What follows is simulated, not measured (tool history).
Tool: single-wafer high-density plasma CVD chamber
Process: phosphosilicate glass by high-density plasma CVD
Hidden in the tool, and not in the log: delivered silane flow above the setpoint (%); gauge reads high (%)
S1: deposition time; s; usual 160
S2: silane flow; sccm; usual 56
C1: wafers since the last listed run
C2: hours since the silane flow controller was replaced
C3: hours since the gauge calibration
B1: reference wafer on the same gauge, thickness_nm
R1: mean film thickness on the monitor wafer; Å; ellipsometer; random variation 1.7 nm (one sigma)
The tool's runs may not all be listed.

run	hour	S1	S2	C1	C2	C3	B1	R1
1	0	160	56	0	4112.8	287.9	971.569	8627.61
2	19.4	160	56	208	4132.2	307.3	971.153	8593.3
3	34.2	160	56	158	4147	322.1	970.837	8609.3
4	49.9	160	56	168	4162.7	337.8	970.264	8576.56
5	78.8	160	56	310	4191.6	366.7	971.06	8633.61
6	98.2	160	56	208	4211	386.1	971.158	8625.24
7	115.7	160	56	187	4228.5	403.6	970.61	8601.84
8	137.1	160	56	229	4249.9	425	971.242	8646.54
9	156.2	160	60	204	4269	444.1	970.597	9177.13
10	174.5	160	60	196	4287.3	462.4	970.719	9168.42
11	192.2	160	56	189	4305	480.1	971.126	8624.2
12	214.7	160	56	241	4327.5	502.6	971.056	8615.62
13	243.1	160	56	304	4355.9	531	971.157	8601.13
14	267	160	56	256	4379.8	554.9	971.132	8622.59
15	300.8	160	56	362	4413.6	588.7	971.238	8607.17
16	331.3	160	56	327	4444.1	619.2	971.265	8595.95
17	351.4	160	56	215	4464.2	639.3	971.088	8615.18
18	364.5	160	56	140	4477.3	652.4	972.012	8603.9
19	386.1	160	56	231	4498.9	674	971.45	8595.89
20	420	160	56	363	4532.8	707.9	971.669	8608.75
21	442.5	189	67	241	4555.3	730.4	970.903	11905.74
22	462.2	160	60	211	4575	750.1	970.484	9141.06
# hour 477.2: gauge calibrated
# hour 498.3: silane flow controller replaced
23	498.8	160	53	306	0.5	21.6	971.192	7881.14
24	519	160	67	216	20.7	41.8	970.722	9702.42
25	552.9	146	63	363	54.6	75.7	971.046	8368.09
26	569.4	145	51	177	71.1	92.2	970.664	6884.44
27	589.8	160	66	218	91.5	112.6	970.873	9603.36
28	607.5	152	49	189	109.2	130.3	970.127	7022.88
29	636.3	132	60	309	138	159.1	971.256	7290.91
30	659.1	160	56	244	160.8	181.9	970.344	8270.77
31	685.8	160	56	286	187.5	208.6	970.505	8319.97
32	700.5	188	47	157	202.2	223.3	970.35	8402.39
33	762.6	188	47	666	264.3	285.4	971.331	8412.31
34	796.5	190	46	363	298.2	319.3	971.583	8355.12
35	816.1	178	61	210	317.8	338.9	970.801	10042.01
36	840	160	59	256	341.7	362.8	971.306	8744.31
37	868.6	151	64	306	370.3	391.4	971.049	8906.89
38	880.9	160	56	132	382.6	403.7	971.137	8332.97
39	902.3	160	56	229	404	425.1	971.36	8353.22
40	917.8	160	56	166	419.5	440.6	971.103	8381.98
41	948.6	181	56	330	450.3	471.4	971.059	9485.51

3 ways to go on from here, each from the tool as it stands after run 41. What would each give?
A	949	160	56	4	450.7	471.8	?	?
B	949	191	56	4	450.7	471.8	?	?
C	949	129	56	4	450.7	471.8	?	?

run	B1	R1
A	970.705	8389.26
B	970.705	10014.68
C	970.705	6763.84
Without the tool's hidden state the same runs would have given:
run	R1
A	8225.84
B	9819.59
C	6632.08
